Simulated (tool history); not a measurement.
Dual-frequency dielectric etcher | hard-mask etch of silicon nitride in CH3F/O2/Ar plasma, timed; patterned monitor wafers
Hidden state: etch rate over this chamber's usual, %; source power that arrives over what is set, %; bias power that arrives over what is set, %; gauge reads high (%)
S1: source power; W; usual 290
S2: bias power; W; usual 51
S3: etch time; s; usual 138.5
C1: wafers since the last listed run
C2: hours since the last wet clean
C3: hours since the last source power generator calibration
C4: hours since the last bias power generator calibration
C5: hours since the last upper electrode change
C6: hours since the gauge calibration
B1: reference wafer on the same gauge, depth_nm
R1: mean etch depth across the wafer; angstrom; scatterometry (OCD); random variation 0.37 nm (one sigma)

run 1 hour=0 | S1=330 S2=48 S3=138.5 | C1=0 C2=249.5 C3=4956.6 C4=2127.7 C5=3765.1 C6=143.1 | B1=83.1 | R1=792
run 2 hour=14.2 | S1=290 S2=51 S3=138.5 | C1=79 C2=263.7 C3=4970.8 C4=2141.9 C5=3779.3 C6=157.3 | B1=83.1 | R1=768
run 3 hour=39.7 | S1=320 S2=59 S3=138.5 | C1=142 C2=289.2 C3=4996.3 C4=2167.4 C5=3804.8 C6=182.8 | B1=83.2 | R1=836
run 4 hour=55.9 | S1=320 S2=59 S3=138.5 | C1=90 C2=305.4 C3=5012.5 C4=2183.6 C5=3821 C6=199 | B1=83.2 | R1=839
run 5 hour=68.5 | S1=320 S2=59 S3=138.5 | C1=70 C2=318 C3=5025.1 C4=2196.2 C5=3833.6 C6=211.6 | B1=83.2 | R1=842
run 6 hour=78.4 | S1=290 S2=46 S3=138.5 | C1=55 C2=327.9 C3=5035 C4=2206.1 C5=3843.5 C6=221.5 | B1=83.4 | R1=733
run 7 hour=90.2 | S1=290 S2=51 S3=126 | C1=66 C2=339.7 C3=5046.8 C4=2217.9 C5=3855.3 C6=233.3 | B1=83.2 | R1=695
-- hour=117.8 upper electrode replaced
run 8 hour=118.3 | S1=290 S2=51 S3=126 | C1=22 C2=367.8 C3=5074.9 C4=2246 C5=0.5 C6=261.4 | B1=83.2 | R1=696
run 9 hour=124.1 | S1=290 S2=51 S3=126 | C1=32 C2=373.6 C3=5080.7 C4=2251.8 C5=6.3 C6=267.2 | B1=83.3 | R1=696
run 10 hour=162.9 | S1=290 S2=51 S3=148 | C1=217 C2=412.4 C3=5119.5 C4=2290.6 C5=45.1 C6=306 | B1=83.2 | R1=811
-- hour=167.8 source power generator calibrated
run 11 hour=171.7 | S1=290 S2=51 S3=148 | C1=26 C2=421.2 C3=3.9 C4=2299.4 C5=53.9 C6=314.8 | B1=83.1 | R1=809
-- hour=197.7 bias power generator calibrated
-- hour=206.8 wet clean of the chamber
run 12 hour=207.3 | S1=310 S2=51 S3=138.5 | C1=126 C2=0.5 C3=39.5 C4=9.6 C5=89.5 C6=350.4 | B1=83.2 | R1=814
run 13 hour=207.6 | S1=340 S2=63 S3=107 | C1=1 C2=0.8 C3=39.8 C4=9.9 C5=89.8 C6=350.7 | B1=83.2 | R1=700
run 14 hour=211.2 | S1=290 S2=51 S3=138.5 | C1=20 C2=4.4 C3=43.4 C4=13.5 C5=93.4 C6=354.3 | B1=83.2 | R1=793
run 15 hour=224.3 | S1=290 S2=51 S3=138.5 | C1=73 C2=17.5 C3=56.5 C4=26.6 C5=106.5 C6=367.4 | B1=83.2 | R1=785
run 16 hour=237.7 | S1=260 S2=63 S3=176.5 | C1=75 C2=30.9 C3=69.9 C4=40 C5=119.9 C6=380.8 | B1=83.3 | R1=1063
-- hour=238.6 gauge calibrated
run 17 hour=248.9 | S1=360 S2=51 S3=176 | C1=62 C2=42.1 C3=81.1 C4=51.2 C5=131.1 C6=10.3 | B1=83.4 | R1=1067
run 18 hour=261.5 | S1=290 S2=51 S3=180 | C1=70 C2=54.7 C3=93.7 C4=63.8 C5=143.7 C6=22.9 | B1=83.2 | R1=1022
run 19 hour=269.1 | S1=230 S2=47 S3=152.5 | C1=42 C2=62.3 C3=101.3 C4=71.4 C5=151.3 C6=30.5 | B1=83.4 | R1=789
run 20 hour=278.6 | S1=240 S2=55 S3=166.5 | C1=53 C2=71.8 C3=110.8 C4=80.9 C5=160.8 C6=40 | B1=83.4 | R1=921
run 21 hour=291.2 | S1=290 S2=51 S3=138.5 | C1=70 C2=84.4 C3=123.4 C4=93.5 C5=173.4 C6=52.6 | B1=83.2 | R1=789
run 22 hour=304.9 | S1=290 S2=51 S3=138.5 | C1=76 C2=98.1 C3=137.1 C4=107.2 C5=187.1 C6=66.3 | B1=83.3 | R1=785
run 23 hour=316.5 | S1=290 S2=51 S3=138.5 | C1=64 C2=109.7 C3=148.7 C4=118.8 C5=198.7 C6=77.9 | B1=83.2 | R1=786

Forecast each of these 4 alternatives for the next run:
run A hour=317 | S1=290 S2=54 S3=138.5 | C1=2 C2=110.2 C3=149.2 C4=119.3 C5=199.2 C6=78.4 | B1=? | R1=?
run B hour=317 | S1=250 S2=51 S3=155.5 | C1=2 C2=110.2 C3=149.2 C4=119.3 C5=199.2 C6=78.4 | B1=? | R1=?
run C hour=317 | S1=350 S2=57 S3=138.5 | C1=2 C2=110.2 C3=149.2 C4=119.3 C5=199.2 C6=78.4 | B1=? | R1=?
run D hour=317 | S1=290 S2=55 S3=123 | C1=2 C2=110.2 C3=149.2 C4=119.3 C5=199.2 C6=78.4 | B1=? | R1=?

run=A B1=83.3 R1=800
run=B B1=83.3 R1=843
run=C B1=83.3 R1=863
run=D B1=83.3 R1=716
Without the tool's hidden state the same runs would have given:
run=A R1=810
run=B R1=854
run=C R1=874
run=D R1=725
